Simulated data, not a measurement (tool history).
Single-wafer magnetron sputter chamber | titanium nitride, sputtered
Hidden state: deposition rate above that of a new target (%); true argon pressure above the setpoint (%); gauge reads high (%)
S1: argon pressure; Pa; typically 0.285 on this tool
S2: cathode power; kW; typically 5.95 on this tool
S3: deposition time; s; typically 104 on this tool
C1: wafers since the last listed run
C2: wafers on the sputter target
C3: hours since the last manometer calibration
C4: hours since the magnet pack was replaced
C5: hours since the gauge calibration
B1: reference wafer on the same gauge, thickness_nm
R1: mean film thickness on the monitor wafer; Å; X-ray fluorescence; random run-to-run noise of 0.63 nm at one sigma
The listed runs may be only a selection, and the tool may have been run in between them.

run   hour     S1    S2   S3    C1    C2      C3       C4     C5       B1       R1
  1      0  0.285  5.95  104     0  3620  1663.9  12080.7    299   109.05  1222.79
  2   12.5  0.285  5.95  104   197  3818  1676.4  12093.2  311.5  109.057   1203.2
  3   40.6  0.285  5.95  104   443  4261  1704.5  12121.3  339.6  109.081  1218.85
      78.2  -- sputter target and shields replaced
     107.8  -- gauge calibrated
  4  146.1  0.253   5.5  104  1539  1071    1810  12226.8   38.3  108.888  1152.76
  5  168.8  0.253   5.5  104   358  1430  1832.7  12249.5     61  109.014  1140.53
  6  199.8  0.253   5.5  104   489  1919  1863.7  12280.5     92  109.089  1152.26
  7  231.6  0.226  5.95  104   502  2421  1895.5  12312.3  123.8   109.03  1268.22
       260  -- capacitance manometer re-zeroed and calibrated
  8  262.7  0.285   6.8  104   364  2786     2.7  12343.4  154.9  108.977  1390.76
  9  282.9  0.285  5.95  104   318  3105    22.9  12363.6  175.1  109.071  1224.89
 10  297.5  0.285  5.95  104   230  3335    37.5  12378.2  189.7   109.14  1220.25
 11  322.7  0.285  5.95  104   397  3733    62.7  12403.4  214.9  109.217  1214.49
 12    347  0.285  5.95  104   383  4117      87  12427.7  239.2  109.051  1206.89
     367.3  -- magnet pack replaced
       368  -- sputter target and shields replaced
 13  368.5  0.285  7.05   95   202     8   108.5      1.2  260.7  109.003  1320.97
 14  385.3  0.183  5.95  104   265   273   125.3       18  277.5  109.136  1303.71
 15  398.9  0.285  5.95  104   214   488   138.9     31.6  291.1  109.002  1215.03
 16  428.5  0.285  5.95  104   467   955   168.5     61.2  320.7  108.889   1209.5
 17  464.4  0.209  5.35  104   566  1522   204.4     97.1  356.6   108.93  1144.04
 18  495.6  0.393  7.15  104   492  2015   235.6    128.3  387.8  108.801  1369.49
     518.2  -- gauge calibrated
 19  524.3  0.227  5.95  104   453  2468   264.3      157    6.1  108.929  1265.92
 20  550.7   0.39   6.7   86   416  2884   290.7    183.4   32.5  109.192  1060.73
 21  571.1  0.248     5  104   322  3207   311.1    203.8   52.9   108.99  1039.25
 22  605.2  0.285   4.6  114   538  3745   345.2    237.9     87  108.891  1031.35
 23    638  0.285  6.55   90   517  4263     378    270.7  119.8  108.971  1153.04
     649.6  -- sputter target and shields replaced
 24  653.2  0.285   7.2  104   113    56   393.2    285.9    135  109.245  1484.25
 25  665.8  0.319  5.95   98   198   255   405.8    298.5  147.6  108.894  1119.41

How the hidden state differs across the entries between the runs, from the last listed run before each to the first after it:
After run 3, before run 4: sputter target and shields replaced (hour 78.2); gauge calibrated (hour 107.8)
  no hidden state differs between the two runs
After run 7, before run 8: capacitance manometer re-zeroed and calibrated (hour 260)
  no hidden state differs between the two runs
After run 12, before run 13: magnet pack replaced (hour 367.3); sputter target and shields replaced (hour 368)
  no hidden state differs between the two runs
After run 18, before run 19: gauge calibrated (hour 518.2)
  no hidden state differs between the two runs
After run 23, before run 24: sputter target and shields replaced (hour 649.6)
  no hidden state differs between the two runs
